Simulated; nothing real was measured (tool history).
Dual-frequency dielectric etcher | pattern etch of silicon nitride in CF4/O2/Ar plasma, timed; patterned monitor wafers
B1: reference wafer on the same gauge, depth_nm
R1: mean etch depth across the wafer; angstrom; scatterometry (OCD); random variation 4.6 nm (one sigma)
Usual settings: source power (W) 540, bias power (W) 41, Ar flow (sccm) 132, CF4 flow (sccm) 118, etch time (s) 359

Run 1, hour 0: usual settings but bias power (W) 43; B1 592.5. Result: R1 6838 angstrom.
Run 2, hour 41.2: usual settings but CF4 flow (sccm) 112, etch time (s) 445; B1 592.1. Result: R1 8281 angstrom.
Run 3, hour 90.4: usual settings but CF4 flow (sccm) 112, etch time (s) 445; B1 591.7. Result: R1 8278 angstrom.
At hour 213.3: wet clean of the chamber.
Run 4, hour 270.8: usual settings; B1 592.1. Result: R1 6664 angstrom.
Run 5, hour 337.6: usual settings; B1 591.4. Result: R1 6662 angstrom.
Run 6, hour 386.1: usual settings; B1 593.4. Result: R1 6581 angstrom.
At hour 424.5: gauge calibrated.
At hour 547.1: bias power generator calibrated.
Run 7, hour 657.6: usual settings; B1 591.6. Result: R1 6633 angstrom.
At hour 702.8: wet clean of the chamber.
At hour 725.9: CF4 flow controller replaced.
Run 8, hour 741.7: usual settings but CF4 flow (sccm) 103; B1 592.1. Result: R1 6587 angstrom.
Run 9, hour 1038.2: usual settings but bias power (W) 34, Ar flow (sccm) 101, CF4 flow (sccm) 133; B1 591.8. Result: R1 6487 angstrom.
At hour 1067.4: Ar flow controller replaced.
At hour 1097.4: upper electrode replaced.
Run 10, hour 1109: usual settings but etch time (s) 313.5; B1 591.9. Result: R1 5854 angstrom.
Run 11, hour 1160: usual settings but bias power (W) 43; B1 592.4. Result: R1 6760 angstrom.
At hour 1178.4: source power generator calibrated.
Run 12, hour 1230.2: usual settings; B1 591.2. Result: R1 7011 angstrom.
At hour 1294.8: wet clean of the chamber.
Run 13, hour 1295.3: usual settings but source power (W) 460, bias power (W) 45, etch time (s) 304; B1 592.1. Result: R1 5298 angstrom.
Run 14, hour 1318.3: usual settings but etch time (s) 269; B1 591.7. Result: R1 5155 angstrom.
Run 15, hour 1414.8: usual settings; B1 591. Result: R1 6861 angstrom.
Run 16, hour 1514.7: usual settings but source power (W) 670, bias power (W) 47, CF4 flow (sccm) 109; B1 591.5. Result: R1 8817 angstrom.
Run 17, hour 1564.3: usual settings but Ar flow (sccm) 148, etch time (s) 324.5; B1 591.8. Result: R1 6041 angstrom.
Run 18, hour 1670.3: usual settings but bias power (W) 37; B1 591.3. Result: R1 6517 angstrom.
Run 19, hour 1709.9: usual settings but source power (W) 500; B1 591.8. Result: R1 6322 angstrom.
At hour 1780.1: wet clean of the chamber.
Run 20, hour 1952.1: usual settings but source power (W) 490, bias power (W) 46, Ar flow (sccm) 105, CF4 flow (sccm) 132; B1 591.7. Result: R1 6810 angstrom.

5 ways to go on from here, each from the tool as it stands after run 20. What would each give?
Run A, hour 1952.6: usual settings; B1 ?. Result: R1 ?.
Run B, hour 1952.6: usual settings but source power (W) 660, Ar flow (sccm) 111, etch time (s) 407; B1 ?. Result: R1 ?.
Run C, hour 1952.6: usual settings but bias power (W) 44, Ar flow (sccm) 147, CF4 flow (sccm) 137; B1 ?. Result: R1 ?.
Run D, hour 1952.6: usual settings but etch time (s) 290.5; B1 ?. Result: R1 ?.
Run E, hour 1952.6: usual settings but source power (W) 620, Ar flow (sccm) 164; B1 ?. Result: R1 ?.

run   B1    R1
  A  592  6735
  B  592  9415
  C  592  6936
  D  592  5450
  E  592  7345
Without the tool's hidden state the same runs would have given:
run    R1
  A  6989
  B  9771
  C  7196
  D  5655
  E  7620
